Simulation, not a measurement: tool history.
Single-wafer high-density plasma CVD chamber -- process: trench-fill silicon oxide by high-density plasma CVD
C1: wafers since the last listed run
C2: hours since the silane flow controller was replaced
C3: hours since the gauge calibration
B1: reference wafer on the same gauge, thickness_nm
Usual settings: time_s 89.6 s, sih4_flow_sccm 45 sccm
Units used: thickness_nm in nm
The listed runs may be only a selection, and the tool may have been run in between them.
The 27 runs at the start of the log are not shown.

run 28 hour=691.7 | time_s=89.6 sih4_flow_sccm=45 | C1=336 C2=241.8 C3=136.3 | B1=505.909 | thickness_nm=421.306
run 29 hour=724.2 | time_s=76.0 sih4_flow_sccm=39 | C1=363 C2=274.3 C3=168.8 | B1=505.716 | thickness_nm=310.320
run 30 hour=742.3 | time_s=89.6 sih4_flow_sccm=45 | C1=202 C2=292.4 C3=186.9 | B1=505.225 | thickness_nm=424.174
run 31 hour=764.3 | time_s=89.6 sih4_flow_sccm=45 | C1=246 C2=314.4 C3=208.9 | B1=505.436 | thickness_nm=420.954
run 32 hour=795.7 | time_s=98.5 sih4_flow_sccm=51 | C1=351 C2=345.8 C3=240.3 | B1=505.152 | thickness_nm=520.190
run 33 hour=837.1 | time_s=77.7 sih4_flow_sccm=45 | C1=463 C2=387.2 C3=281.7 | B1=505.407 | thickness_nm=365.345
run 34 hour=850.2 | time_s=96.6 sih4_flow_sccm=50 | C1=146 C2=400.3 C3=294.8 | B1=505.559 | thickness_nm=503.534
run 35 hour=865.4 | time_s=101.2 sih4_flow_sccm=37 | C1=170 C2=415.5 C3=310.0 | B1=503.540 | thickness_nm=390.583
run 36 hour=892.4 | time_s=102.9 sih4_flow_sccm=45 | C1=302 C2=442.5 C3=337.0 | B1=505.673 | thickness_nm=483.964
run 37 hour=909.0 | time_s=89.6 sih4_flow_sccm=45 | C1=185 C2=459.1 C3=353.6 | B1=505.865 | thickness_nm=421.183
run 38 hour=932.2 | time_s=89.6 sih4_flow_sccm=45 | C1=259 C2=482.3 C3=376.8 | B1=504.358 | thickness_nm=419.019
run 39 hour=946.1 | time_s=98.5 sih4_flow_sccm=48 | C1=155 C2=496.2 C3=390.7 | B1=504.805 | thickness_nm=492.577
run 40 hour=962.2 | time_s=98.2 sih4_flow_sccm=45 | C1=180 C2=512.3 C3=406.8 | B1=505.254 | thickness_nm=461.780

Run 41 comes next. What will it give?
run 41 hour=992.1 | time_s=89.6 sih4_flow_sccm=41 | C1=334 C2=542.2 C3=436.7 | B1=? | thickness_nm=?

B1: 504.230
thickness_nm: 380.841 nm
The same run, on a tool lacking any hidden state, would have yielded thickness_nm 384.195 nm.
